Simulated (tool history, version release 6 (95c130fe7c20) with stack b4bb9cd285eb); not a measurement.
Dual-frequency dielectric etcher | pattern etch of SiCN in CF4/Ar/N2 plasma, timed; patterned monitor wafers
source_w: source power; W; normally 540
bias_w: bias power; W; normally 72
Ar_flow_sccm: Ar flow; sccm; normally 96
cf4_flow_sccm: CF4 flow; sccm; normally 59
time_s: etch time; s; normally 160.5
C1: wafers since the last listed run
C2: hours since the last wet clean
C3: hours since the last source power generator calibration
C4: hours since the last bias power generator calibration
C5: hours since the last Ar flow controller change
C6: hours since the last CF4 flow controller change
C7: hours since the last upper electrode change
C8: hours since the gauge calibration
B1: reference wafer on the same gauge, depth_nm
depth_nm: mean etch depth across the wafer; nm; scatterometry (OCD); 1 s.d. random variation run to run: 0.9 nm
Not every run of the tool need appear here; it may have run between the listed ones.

run 1 hour=0.0 | source_w=540 bias_w=64 Ar_flow_sccm=96 cf4_flow_sccm=69 time_s=160.5 | C1=0 C2=213.5 C3=4192.4 C4=1381.3 C5=4999.0 C6=4970.3 C7=1656.1 C8=525.5 | B1=145.7 | depth_nm=156.2
run 2 hour=46.9 | source_w=540 bias_w=64 Ar_flow_sccm=96 cf4_flow_sccm=69 time_s=160.5 | C1=301 C2=260.4 C3=4239.3 C4=1428.2 C5=5045.9 C6=5017.2 C7=1703.0 C8=572.4 | B1=145.9 | depth_nm=153.7
run 3 hour=113.5 | source_w=540 bias_w=64 Ar_flow_sccm=96 cf4_flow_sccm=69 time_s=160.5 | C1=427 C2=327.0 C3=4305.9 C4=1494.8 C5=5112.5 C6=5083.8 C7=1769.6 C8=639.0 | B1=146.0 | depth_nm=154.1
-- hour=224.1 wet clean of the chamber
run 4 hour=224.6 | source_w=540 bias_w=72 Ar_flow_sccm=96 cf4_flow_sccm=59 time_s=160.5 | C1=559 C2=0.5 C3=4417.0 C4=1605.9 C5=5223.6 C6=5194.9 C7=1880.7 C8=750.1 | B1=146.0 | depth_nm=151.5
run 5 hour=265.7 | source_w=540 bias_w=72 Ar_flow_sccm=96 cf4_flow_sccm=59 time_s=160.5 | C1=264 C2=41.6 C3=4458.1 C4=1647.0 C5=5264.7 C6=5236.0 C7=1921.8 C8=791.2 | B1=146.0 | depth_nm=150.5
run 6 hour=293.5 | source_w=540 bias_w=72 Ar_flow_sccm=96 cf4_flow_sccm=59 time_s=160.5 | C1=178 C2=69.4 C3=4485.9 C4=1674.8 C5=5292.5 C6=5263.8 C7=1949.6 C8=819.0 | B1=146.1 | depth_nm=151.4
-- hour=298.0 source power generator calibrated
-- hour=334.5 gauge calibrated
run 7 hour=359.7 | source_w=540 bias_w=72 Ar_flow_sccm=96 cf4_flow_sccm=59 time_s=160.5 | C1=399 C2=135.6 C3=61.7 C4=1741.0 C5=5358.7 C6=5330.0 C7=2015.8 C8=25.2 | B1=146.3 | depth_nm=149.9
-- hour=384.5 wet clean of the chamber, repeated, since the last time left the tool worse
run 8 hour=397.4 | source_w=540 bias_w=64 Ar_flow_sccm=96 cf4_flow_sccm=69 time_s=160.5 | C1=88 C2=12.9 C3=99.4 C4=1778.7 C5=5396.4 C6=5367.7 C7=2053.5 C8=62.9 | B1=146.1 | depth_nm=158.1
-- hour=454.0 bias power generator calibrated
run 9 hour=457.6 | source_w=430 bias_w=72 Ar_flow_sccm=96 cf4_flow_sccm=72 time_s=160.5 | C1=361 C2=73.1 C3=159.6 C4=3.6 C5=5456.6 C6=5427.9 C7=2113.7 C8=123.1 | B1=145.8 | depth_nm=137.9
-- hour=468.7 Ar flow controller replaced
-- hour=523.2 CF4 flow controller replaced
-- hour=525.8 upper electrode replaced
run 10 hour=526.3 | source_w=540 bias_w=88 Ar_flow_sccm=96 cf4_flow_sccm=59 time_s=191.5 | C1=347 C2=141.8 C3=228.3 C4=72.3 C5=57.6 C6=3.1 C7=0.5 C8=191.8 | B1=146.0 | depth_nm=201.9
run 11 hour=563.0 | source_w=540 bias_w=81 Ar_flow_sccm=105 cf4_flow_sccm=59 time_s=160.5 | C1=235 C2=178.5 C3=265.0 C4=109.0 C5=94.3 C6=39.8 C7=37.2 C8=228.5 | B1=146.1 | depth_nm=160.5
run 12 hour=632.4 | source_w=540 bias_w=72 Ar_flow_sccm=111 cf4_flow_sccm=59 time_s=143.5 | C1=445 C2=247.9 C3=334.4 C4=178.4 C5=163.7 C6=109.2 C7=106.6 C8=297.9 | B1=146.0 | depth_nm=134.6
run 13 hour=700.3 | source_w=540 bias_w=80 Ar_flow_sccm=88 cf4_flow_sccm=59 time_s=160.5 | C1=436 C2=315.8 C3=402.3 C4=246.3 C5=231.6 C6=177.1 C7=174.5 C8=365.8 | B1=145.9 | depth_nm=163.6
run 14 hour=737.0 | source_w=540 bias_w=72 Ar_flow_sccm=96 cf4_flow_sccm=59 time_s=160.5 | C1=235 C2=352.5 C3=439.0 C4=283.0 C5=268.3 C6=213.8 C7=211.2 C8=402.5 | B1=146.1 | depth_nm=152.7

Hidden state, per run?
source power that arrives over what is set, %: 0 at every run
bias power that arrives over what is set, %: 0 at every run
Ar flow that arrives over what is set, %: 0 at every run
CF4 flow that arrives over what is set, %: 0 at every run
gauge reads high (%): 0 at every run
H1: etch rate over this chamber's usual, %
run=1 H1=-1.85
run=2 H1=-2.22
run=3 H1=-2.76
run=4 H1=-5.62
run=5 H1=-5.95
run=6 H1=-6.17
run=7 H1=-6.7
run=8 H1=-0.796
run=9 H1=-1.28
run=10 H1=-1.83
run=11 H1=-2.12
run=12 H1=-2.67
run=13 H1=-3.22
run=14 H1=-3.51
